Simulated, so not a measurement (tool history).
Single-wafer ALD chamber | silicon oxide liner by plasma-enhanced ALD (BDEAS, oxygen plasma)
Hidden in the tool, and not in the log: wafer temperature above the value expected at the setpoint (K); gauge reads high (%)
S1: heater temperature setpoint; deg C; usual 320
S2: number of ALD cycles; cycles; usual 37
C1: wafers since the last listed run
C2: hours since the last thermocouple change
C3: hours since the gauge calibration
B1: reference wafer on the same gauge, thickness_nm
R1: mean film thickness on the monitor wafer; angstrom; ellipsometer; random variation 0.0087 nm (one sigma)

run,hour,S1,S2,C1,C2,C3,B1,R1
1,0,320,37,0,550.9,14.1,3.871,37.09
2,159.6,320,37,1380,710.5,173.7,3.871,37.15
3,196.4,324,37,318,747.3,210.5,3.871,37.05
4,227.8,324,37,271,778.7,241.9,3.87,36.89
5,435.6,320,37,1797,986.5,449.7,3.872,37.13
6,498.9,320,37,547,1049.8,513,3.873,36.97
7,549.9,309,37,441,1100.8,564,3.871,37.46
8,611.7,320,37,534,1162.6,625.8,3.87,37.17
9,710.5,320,37,854,1261.4,724.6,3.87,36.97
10,757.8,320,37,409,1308.7,771.9,3.871,37.17
11,796.7,328,37,336,1347.6,810.8,3.874,36.83
12,821.1,320,37,211,1372,835.2,3.871,37.14
13,889.8,320,37,594,1440.7,903.9,3.872,37.15
14,961.6,320,37,621,1512.5,975.7,3.868,37.21
15,1077.7,330,37,1004,1628.6,1091.8,3.87,36.61
16,1133.9,330,37,486,1684.8,1148,3.871,36.7
17,1201.5,320,41,584,1752.4,1215.6,3.869,41.2
18,1253,320,41,445,1803.9,1267.1,3.867,41.31
19,1287.8,320,37,301,1838.7,1301.9,3.869,37.09
20,1318.4,320,35,264,1869.3,1332.5,3.869,35.06
21,1364.6,320,39,399,1915.5,1378.7,3.871,39.08
22,1410.9,320,39,400,1961.8,1425,3.869,39.05
23,1471.9,331,35,527,2022.8,1486,3.867,34.56
24,1533.1,335,33,529,2084,1547.2,3.87,32.47
25,1591.7,312,31,506,2142.6,1605.8,3.868,31.48
26,1628.8,326,43,320,2179.7,1642.9,3.869,42.94
27,1689.5,310,37,525,2240.4,1703.6,3.87,37.74
28,1758.4,310,31,595,2309.3,1772.5,3.869,31.46
29,1788.8,329,40,262,2339.7,1802.9,3.871,39.47
30,1836.5,314,44,412,2387.4,1850.6,3.874,44.43
# hour 1853.6: thermocouple changed; heater temperature recalibrated
31,1885,320,37,350,31.4,1899.1,3.867,37.1
32,1910.3,328,32,218,56.7,1924.4,3.87,31.78
33,1971.8,320,34,531,118.2,1985.9,3.869,34.02
34,2021.8,324,34,432,168.2,2035.9,3.869,34.01
# hour 2059.2: gauge calibrated
35,2082.8,327,43,527,229.2,23.6,3.872,42.88
36,2107.9,320,37,217,254.3,48.7,3.87,37.13
37,2176.1,324,41,589,322.5,116.9,3.872,41.01
38,2245.2,313,41,597,391.6,186,3.87,41.38
39,2384.9,320,43,1208,531.3,325.7,3.871,43.19
40,2414.4,320,37,255,560.8,355.2,3.868,37.09
41,2479.8,325,37,565,626.2,420.6,3.869,36.91
42,2515,320,37,304,661.4,455.8,3.87,37
43,2582,320,37,579,728.4,522.8,3.872,37.23
44,2606.1,320,30,208,752.5,546.9,3.87,30.14
45,2657.9,320,41,448,804.3,598.7,3.869,41.24
46,2718.1,331,30,520,864.5,658.9,3.871,29.8
47,2776.3,327,33,503,922.7,717.1,3.871,32.84

The tool's hidden state at each run:
wafer temperature above the value expected at the setpoint (K): 0 in every run
gauge reads high (%): 0 in every run
